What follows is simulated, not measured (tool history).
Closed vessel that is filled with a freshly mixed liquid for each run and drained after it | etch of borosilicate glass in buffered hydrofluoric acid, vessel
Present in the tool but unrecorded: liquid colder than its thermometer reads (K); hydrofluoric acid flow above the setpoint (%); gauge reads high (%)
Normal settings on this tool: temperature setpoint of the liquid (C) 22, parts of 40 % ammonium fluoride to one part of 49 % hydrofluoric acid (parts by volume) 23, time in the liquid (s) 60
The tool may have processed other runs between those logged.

run	day	temperature setpoint of the liquid (C)	parts of 40 % ammonium fluoride to one part of 49 % hydrofluoric acid (parts by volume)	time in the liquid (s)	wafers since the last listed run	hours since the thermometer was replaced	hours since the hydrofluoric acid flow meter was replaced	hours since the gauge calibration	read-back film thickness of the borosilicate glass reference wafer, read on the same gauge (nm)	thickness taken off the borosilicate glass on a monitor wafer (angstrom)
1	0	24	23	40	0	888.9	1032.2	1487.2	69.99	234.8
2	2.538	24	23	40	4017	949.8	1093.1	1548.1	69.95	235.7
3	5.862	22	23	60	5264	1029.6	1172.9	1627.9	69.98	317.2
4	7.842	22	23	60	3133	1077.1	1220.4	1675.4	70	315.3
5	11.546	22	23	60	5864	1166	1309.3	1764.3	70.01	317
6	13.521	22	23	60	3126	1213.4	1356.7	1811.7	69.95	315.2
7	15.567	22	23	60	3239	1262.5	1405.8	1860.8	70	316.4
8	18.279	22	23	60	4294	1327.6	1470.9	1925.9	69.99	317.4
9	21.192	25	23	60	4611	1397.5	1540.8	1995.8	70.03	372.9
10	23.746	25	23	60	4043	1458.8	1602.1	2057.1	69.98	372.3
# day 24.688: gauge calibrated
11	26.371	25	23	60	4156	1521.8	1665.1	40.4	69.98	368.9
# day 37.667: thermometer replaced
12	39.467	22	23	70	20668	43.2	1979.4	354.7	69.97	374.6
# day 42.638: hydrofluoric acid flow meter replaced
13	42.658	22	23	60	4987	119.8	0.5	431.3	70.01	320.9

The next listed run, before its measurement:
14	45.858	22	30	85	5066	196.6	77.3	508.1	?	?

read-back film thickness of the borosilicate glass reference wafer, read on the same gauge (nm): 69.98
thickness taken off the borosilicate glass on a monitor wafer (angstrom): 376.8
With the hidden condition absent and the run-to-run variation left alone, this run would have shown thickness taken off the borosilicate glass on a monitor wafer (angstrom) 379.5.
